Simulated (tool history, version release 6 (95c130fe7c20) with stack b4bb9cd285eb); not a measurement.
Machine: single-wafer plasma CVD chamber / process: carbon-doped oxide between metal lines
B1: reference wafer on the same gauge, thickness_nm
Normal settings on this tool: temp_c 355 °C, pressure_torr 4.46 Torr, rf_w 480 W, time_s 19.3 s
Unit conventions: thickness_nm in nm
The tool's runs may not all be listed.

run 1 hour=0 | temp_c=355 pressure_torr=4.46 rf_w=480 time_s=19.3 | B1=89.737 | thickness_nm=96.814
run 2 hour=62.6 | temp_c=355 pressure_torr=4.46 rf_w=480 time_s=19.3 | B1=89.88 | thickness_nm=96.926
run 3 hour=122 | temp_c=355 pressure_torr=4.93 rf_w=480 time_s=22.3 | B1=89.764 | thickness_nm=112.646
run 4 hour=184.2 | temp_c=355 pressure_torr=4.93 rf_w=480 time_s=22.3 | B1=89.796 | thickness_nm=112.973
run 5 hour=311.1 | temp_c=355 pressure_torr=4.46 rf_w=480 time_s=19.3 | B1=89.856 | thickness_nm=97.388
run 6 hour=351.9 | temp_c=355 pressure_torr=4.46 rf_w=480 time_s=19.3 | B1=89.775 | thickness_nm=97.099
run 7 hour=397 | temp_c=355 pressure_torr=4.46 rf_w=480 time_s=19.3 | B1=89.77 | thickness_nm=96.938
-- hour=548.8 RF generator calibrated
-- hour=640.4 thermocouple changed; heater temperature recalibrated
run 8 hour=640.9 | temp_c=355 pressure_torr=4.46 rf_w=480 time_s=19.3 | B1=89.784 | thickness_nm=97.033
run 9 hour=904 | temp_c=355 pressure_torr=4.46 rf_w=480 time_s=19.3 | B1=89.735 | thickness_nm=96.501
-- hour=1025 showerhead replaced
run 10 hour=1153.4 | temp_c=355 pressure_torr=4.46 rf_w=480 time_s=17 | B1=89.786 | thickness_nm=85.16
run 11 hour=1255.6 | temp_c=355 pressure_torr=4.46 rf_w=480 time_s=17 | B1=89.817 | thickness_nm=84.867
run 12 hour=1331.6 | temp_c=365 pressure_torr=4.46 rf_w=520 time_s=19.3 | B1=89.873 | thickness_nm=100.689
run 13 hour=1380.4 | temp_c=355 pressure_torr=4.46 rf_w=480 time_s=19.3 | B1=89.807 | thickness_nm=96.649
-- hour=1445.5 capacitance manometer re-zeroed and calibrated
run 14 hour=1453.8 | temp_c=355 pressure_torr=4.46 rf_w=480 time_s=19.3 | B1=89.868 | thickness_nm=97.628
run 15 hour=1515.6 | temp_c=342 pressure_torr=4.89 rf_w=540 time_s=16.4 | B1=89.742 | thickness_nm=97.306
run 16 hour=1564.9 | temp_c=355 pressure_torr=4.46 rf_w=480 time_s=22.6 | B1=89.808 | thickness_nm=113.526
run 17 hour=1602.8 | temp_c=355 pressure_torr=4.46 rf_w=480 time_s=19.3 | B1=89.798 | thickness_nm=97.509
-- hour=1679.5 RF generator calibrated
run 18 hour=1680 | temp_c=355 pressure_torr=4.77 rf_w=480 time_s=16.4 | B1=89.765 | thickness_nm=83.587
-- hour=1695.2 gauge calibrated
run 19 hour=1749.3 | temp_c=369 pressure_torr=4.46 rf_w=480 time_s=19.3 | B1=89.773 | thickness_nm=93.32
run 20 hour=1790.9 | temp_c=355 pressure_torr=3.61 rf_w=555 time_s=19.3 | B1=89.769 | thickness_nm=108.032
run 21 hour=1867.3 | temp_c=355 pressure_torr=4.46 rf_w=480 time_s=19.3 | B1=89.828 | thickness_nm=97.215
run 22 hour=1952.4 | temp_c=347 pressure_torr=3.89 rf_w=515 time_s=19.3 | B1=89.79 | thickness_nm=104.9
run 23 hour=2032.6 | temp_c=355 pressure_torr=5.19 rf_w=390 time_s=22.9 | B1=89.84 | thickness_nm=91.776
run 24 hour=2088.1 | temp_c=348 pressure_torr=4.46 rf_w=480 time_s=17.1 | B1=89.75 | thickness_nm=88.404
run 25 hour=2128.1 | temp_c=364 pressure_torr=4.46 rf_w=480 time_s=19.3 | B1=89.797 | thickness_nm=94.142

Here are 5 independent what-if runs from the current tool condition. What would each one return?
run A hour=2128.5 | temp_c=355 pressure_torr=4.46 rf_w=480 time_s=15.6 | B1=? | thickness_nm=?
run B hour=2128.5 | temp_c=362 pressure_torr=4.46 rf_w=410 time_s=16.2 | B1=? | thickness_nm=?
run C hour=2128.5 | temp_c=355 pressure_torr=4.46 rf_w=480 time_s=20.4 | B1=? | thickness_nm=?
run D hour=2128.5 | temp_c=367 pressure_torr=3.45 rf_w=420 time_s=16.8 | B1=? | thickness_nm=?
run E hour=2128.5 | temp_c=341 pressure_torr=4.13 rf_w=535 time_s=17.8 | B1=? | thickness_nm=?

run=A B1=89.778 thickness_nm=79.18
run=B B1=89.778 thickness_nm=67.217
run=C B1=89.778 thickness_nm=103.069
run=D B1=89.778 thickness_nm=68.884
run=E B1=89.778 thickness_nm=103.509
Had the tool no hidden state, the same runs would have come out as:
run=A thickness_nm=79.21
run=B thickness_nm=67.242
run=C thickness_nm=103.109
run=D thickness_nm=68.905
run=E thickness_nm=103.548
